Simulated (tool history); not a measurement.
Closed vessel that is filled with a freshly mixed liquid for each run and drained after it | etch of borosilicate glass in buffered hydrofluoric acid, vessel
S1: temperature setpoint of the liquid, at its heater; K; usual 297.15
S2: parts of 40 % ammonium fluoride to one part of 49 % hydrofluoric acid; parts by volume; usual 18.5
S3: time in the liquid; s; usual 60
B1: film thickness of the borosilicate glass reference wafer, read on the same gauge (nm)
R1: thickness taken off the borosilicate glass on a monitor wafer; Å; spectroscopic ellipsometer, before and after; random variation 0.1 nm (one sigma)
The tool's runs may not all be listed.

{"run": 1, "hour": 0.0, "S1": 297.15, "S2": 18.5, "S3": 60, "B1": 110.01, "R1": 373.9}
{"run": 2, "hour": 10.7, "S1": 297.15, "S2": 18.5, "S3": 60, "B1": 110.02, "R1": 375.2}
{"run": 3, "hour": 18.8, "S1": 297.15, "S2": 18.5, "S3": 60, "B1": 109.97, "R1": 373.7}
{"run": 4, "hour": 33.6, "S1": 297.15, "S2": 15, "S3": 60, "B1": 110.01, "R1": 460.5}
{"hour": 35.9, "done": "gauge calibrated"}
{"run": 5, "hour": 51.4, "S1": 297.15, "S2": 15, "S3": 60, "B1": 110.03, "R1": 461.1}
{"run": 6, "hour": 62.0, "S1": 297.15, "S2": 18.5, "S3": 60, "B1": 110.01, "R1": 371.8}
{"run": 7, "hour": 76.7, "S1": 297.15, "S2": 18.5, "S3": 60, "B1": 110.02, "R1": 376}
{"run": 8, "hour": 93.0, "S1": 297.15, "S2": 18.5, "S3": 60, "B1": 110.03, "R1": 372.3}
{"run": 9, "hour": 116.8, "S1": 297.15, "S2": 18.5, "S3": 60, "B1": 110.01, "R1": 374.9}
{"run": 10, "hour": 125.1, "S1": 297.15, "S2": 18.5, "S3": 60, "B1": 109.99, "R1": 374.2}
{"hour": 130.9, "done": "hydrofluoric acid flow meter replaced"}
{"run": 11, "hour": 138.9, "S1": 297.15, "S2": 13.5, "S3": 60, "B1": 109.99, "R1": 555.1}
{"run": 12, "hour": 152.3, "S1": 297.15, "S2": 18.5, "S3": 60, "B1": 109.99, "R1": 406.1}
{"run": 13, "hour": 160.8, "S1": 295.15, "S2": 24.5, "S3": 70, "B1": 110.04, "R1": 343.8}
{"hour": 163.8, "done": "thermometer replaced"}
{"run": 14, "hour": 187.3, "S1": 295.15, "S2": 21.5, "S3": 60, "B1": 109.98, "R1": 284.7}
{"hour": 199.5, "done": "gauge calibrated"}
{"run": 15, "hour": 203.8, "S1": 295.65, "S2": 18.5, "S3": 60, "B1": 110, "R1": 331.5}
{"run": 16, "hour": 224.3, "S1": 300.65, "S2": 21.5, "S3": 40, "B1": 110, "R1": 254.5}
{"run": 17, "hour": 232.2, "S1": 297.15, "S2": 12.5, "S3": 90, "B1": 110.04, "R1": 795.4}
{"run": 18, "hour": 240.9, "S1": 294.65, "S2": 16, "S3": 50, "B1": 110.01, "R1": 299.6}
{"run": 19, "hour": 247.2, "S1": 301.65, "S2": 25.5, "S3": 30, "B1": 110, "R1": 179.2}
{"run": 20, "hour": 254.9, "S1": 297.15, "S2": 13, "S3": 60, "B1": 110.01, "R1": 508.6}
{"run": 21, "hour": 271.3, "S1": 297.15, "S2": 18.5, "S3": 60, "B1": 110.01, "R1": 358.1}
{"run": 22, "hour": 283.6, "S1": 295.65, "S2": 25, "S3": 60, "B1": 109.99, "R1": 263.4}
{"run": 23, "hour": 289.9, "S1": 293.65, "S2": 25.5, "S3": 30, "B1": 110.02, "R1": 116.2}

Measured less the same run without the tool's hidden state. The same run-to-run variation is in both; the gauge's scatter may not be:
The hidden state here: liquid hotter than its thermometer reads (K); hydrofluoric acid flow below the setpoint (%); gauge reads high (%).
run=1 R1=+15.2
run=2 R1=+15.1
run=3 R1=+15.1
run=4 R1=+17.5
run=5 R1=+17.1
run=6 R1=+14.6
run=7 R1=+14.5
run=8 R1=+14.3
run=9 R1=+14
run=10 R1=+14
run=11 R1=+64.4
run=12 R1=+46.9
run=13 R1=+40.8
run=14 R1=+0.6
run=15 R1=-0.5
run=16 R1=+0.2
run=17 R1=-2.3
run=18 R1=-1.1
run=19 R1=+0
run=20 R1=-2.1
run=21 R1=-1.9
run=22 R1=-0.1
run=23 R1=+0
